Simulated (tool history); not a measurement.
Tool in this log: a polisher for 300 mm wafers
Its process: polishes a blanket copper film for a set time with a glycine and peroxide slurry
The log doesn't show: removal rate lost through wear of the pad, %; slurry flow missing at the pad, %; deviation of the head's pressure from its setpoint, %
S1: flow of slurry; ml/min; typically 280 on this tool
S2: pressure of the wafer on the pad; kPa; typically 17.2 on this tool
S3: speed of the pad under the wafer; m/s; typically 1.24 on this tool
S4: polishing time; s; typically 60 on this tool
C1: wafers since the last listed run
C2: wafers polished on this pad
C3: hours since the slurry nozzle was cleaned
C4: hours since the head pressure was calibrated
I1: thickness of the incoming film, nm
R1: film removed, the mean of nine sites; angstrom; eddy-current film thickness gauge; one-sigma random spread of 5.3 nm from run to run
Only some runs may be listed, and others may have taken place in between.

run	hour	S1	S2	S3	S4	C1	C2	C3	C4	I1	R1
1	0	315	17.2	1.24	60	0	1256	473.7	368.1	1853.7	3386
# hour 11: worn pad replaced by a new one
2	11.5	315	17.2	1.24	60	88	5	485.2	379.6	1831.5	3533
3	17.4	280	17.2	1.24	60	69	75	491.1	385.5	1840.7	3499
4	33.6	280	17.2	1.24	60	191	267	507.3	401.7	1880.8	3553
5	49.4	280	17.2	1.24	60	187	454	523.1	417.5	1828.3	3415
6	63.3	280	17.2	1.24	60	164	619	537	431.4	1870.1	3359
7	79	280	17.2	1.24	60	186	805	552.7	447.1	1849.9	3255
# hour 87.4: slurry nozzle cleaned
# hour 92.5: head pressure recalibrated
8	95.3	280	17.2	1.24	60	157	963	7.9	2.8	1833.5	3550
9	103.6	280	22.1	1.24	60	98	1061	16.2	11.1	1853.7	4275
# hour 118.1: worn pad replaced by a new one
10	118.6	280	22.1	1.24	60	130	5	31.2	26.1	1867.9	4437
11	121.5	280	17.2	1.24	60	34	39	34.1	29	1812.9	3705
12	133.7	280	17.2	1.24	60	144	184	46.3	41.2	1867.7	3818
13	146.5	280	17.2	1.24	60	151	335	59.1	54	1822.4	3725
14	164.9	280	17.2	1.24	60	217	553	77.5	72.4	1817.6	3715
15	181.8	235	17.2	1.24	47	200	754	94.4	89.3	1883.2	2810
16	195.9	280	17.2	1.24	47	167	921	108.5	103.4	1860.4	2811
17	204.9	375	20	0.86	76	106	1027	117.5	112.4	1824	4301
# hour 216.5: worn pad replaced by a new one
18	217	375	20	0.86	76	95	5	129.6	124.5	1837	4432
19	226.7	235	17.2	1.24	60	114	120	139.3	134.2	1870.7	3547
20	232.8	365	17.2	1.56	47	72	192	145.4	140.3	1837.7	3299

Forecast run 21:
21	245.2	280	17.2	1.24	60	146	339	157.8	152.7	1856.3	?

Run 21 measured R1 3614 angstrom.
If the tool had no hidden condition, the same run with the same run-to-run variation would have returned R1 3799 angstrom.
